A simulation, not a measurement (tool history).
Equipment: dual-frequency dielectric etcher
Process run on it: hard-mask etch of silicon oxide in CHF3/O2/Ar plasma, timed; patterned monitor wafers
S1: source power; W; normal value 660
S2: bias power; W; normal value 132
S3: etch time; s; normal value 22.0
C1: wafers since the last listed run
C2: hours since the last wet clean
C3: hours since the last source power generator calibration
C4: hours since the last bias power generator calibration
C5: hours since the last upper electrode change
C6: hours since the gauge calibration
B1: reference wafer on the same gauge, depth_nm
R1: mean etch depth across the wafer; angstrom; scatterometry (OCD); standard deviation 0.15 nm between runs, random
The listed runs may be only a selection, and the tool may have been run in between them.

Run 1, hour 0.0: usual settings but S2 150 W; C1 0; C2 443.9; C3 5209.3; C4 3396.1; C5 3173.6; C6 78.4; B1 34.64. Result: R1 440.2 angstrom.
Run 2, hour 15.0: usual settings but S2 150 W; C1 309; C2 458.9; C3 5224.3; C4 3411.1; C5 3188.6; C6 93.4; B1 34.55. Result: R1 438.2 angstrom.
Run 3, hour 43.8: usual settings but S2 149 W, S3 19.0 s; C1 594; C2 487.7; C3 5253.1; C4 3439.9; C5 3217.4; C6 122.2; B1 34.56. Result: R1 377.7 angstrom.
Run 4, hour 64.6: usual settings but S1 770 W, S3 24.5 s; C1 429; C2 508.5; C3 5273.9; C4 3460.7; C5 3238.2; C6 143.0; B1 34.60. Result: R1 492.2 angstrom.
Run 5, hour 84.0: usual settings but S1 770 W, S3 24.5 s; C1 400; C2 527.9; C3 5293.3; C4 3480.1; C5 3257.6; C6 162.4; B1 34.59. Result: R1 492.2 angstrom.
Run 6, hour 107.5: usual settings; C1 485; C2 551.4; C3 5316.8; C4 3503.6; C5 3281.1; C6 185.9; B1 34.60. Result: R1 411.4 angstrom.
At hour 132.1: upper electrode replaced.
Run 7, hour 139.6: usual settings but S2 120 W, S3 25.0 s; C1 167; C2 583.5; C3 5348.9; C4 3535.7; C5 7.5; C6 218.0; B1 34.58. Result: R1 445.6 angstrom.
Run 8, hour 152.6: usual settings but S2 120 W, S3 25.0 s; C1 268; C2 596.5; C3 5361.9; C4 3548.7; C5 20.5; C6 231.0; B1 34.59. Result: R1 445.6 angstrom.
At hour 178.8: wet clean of the chamber.
Run 9, hour 187.7: usual settings but S2 153 W; C1 229; C2 8.9; C3 5397.0; C4 3583.8; C5 55.6; C6 266.1; B1 34.58. Result: R1 455.0 angstrom.
Run 10, hour 206.6: usual settings but S1 500 W, S2 155 W, S3 16.5 s; C1 390; C2 27.8; C3 5415.9; C4 3602.7; C5 74.5; C6 285.0; B1 34.56. Result: R1 303.1 angstrom.
At hour 213.4: bias power generator calibrated.
Run 11, hour 233.8: usual settings but S2 109 W, S3 26.5 s; C1 478; C2 55.0; C3 5443.1; C4 20.4; C5 101.7; C6 312.2; B1 34.57. Result: R1 466.7 angstrom.
At hour 240.3: source power generator calibrated.
Run 12, hour 253.8: usual settings but S2 150 W; C1 330; C2 75.0; C3 13.5; C4 40.4; C5 121.7; C6 332.2; B1 34.56. Result: R1 450.7 angstrom.
At hour 265.4: gauge calibrated.
Run 13, hour 283.2: usual settings but S3 24.0 s; C1 606; C2 104.4; C3 42.9; C4 69.8; C5 151.1; C6 17.8; B1 34.61. Result: R1 463.0 angstrom.
Run 14, hour 312.1: usual settings but S1 750 W; C1 596; C2 133.3; C3 71.8; C4 98.7; C5 180.0; C6 46.7; B1 34.63. Result: R1 445.0 angstrom.
Run 15, hour 340.7: usual settings but S2 150 W; C1 590; C2 161.9; C3 100.4; C4 127.3; C5 208.6; C6 75.3; B1 34.58. Result: R1 447.5 angstrom.
Run 16, hour 357.0: usual settings but S1 790 W; C1 336; C2 178.2; C3 116.7; C4 143.6; C5 224.9; C6 91.6; B1 34.60. Result: R1 455.0 angstrom.
Run 17, hour 377.5: usual settings; C1 423; C2 198.7; C3 137.2; C4 164.1; C5 245.4; C6 112.1; B1 34.63. Result: R1 420.0 angstrom.

Here are 3 independent what-if runs from the current tool condition. What would each one return?
Run A, hour 377.9: usual settings but S1 560 W; C1 8; C2 199.1; C3 137.6; C4 164.5; C5 245.8; C6 112.5; B1 ?. Result: R1 ?.
Run B, hour 377.9: usual settings but S1 800 W, S2 145 W, S3 20.0 s; C1 8; C2 199.1; C3 137.6; C4 164.5; C5 245.8; C6 112.5; B1 ?. Result: R1 ?.
Run C, hour 377.9: usual settings but S1 810 W, S2 117 W, S3 25.0 s; C1 8; C2 199.1; C3 137.6; C4 164.5; C5 245.8; C6 112.5; B1 ?. Result: R1 ?.

run     B1     R1
  A  34.55  390.5
  B  34.55  433.9
  C  34.55  494.9
Without the tool's unlogged condition, the same runs would have read:
run     R1
  A  397.8
  B  441.9
  C  504.0

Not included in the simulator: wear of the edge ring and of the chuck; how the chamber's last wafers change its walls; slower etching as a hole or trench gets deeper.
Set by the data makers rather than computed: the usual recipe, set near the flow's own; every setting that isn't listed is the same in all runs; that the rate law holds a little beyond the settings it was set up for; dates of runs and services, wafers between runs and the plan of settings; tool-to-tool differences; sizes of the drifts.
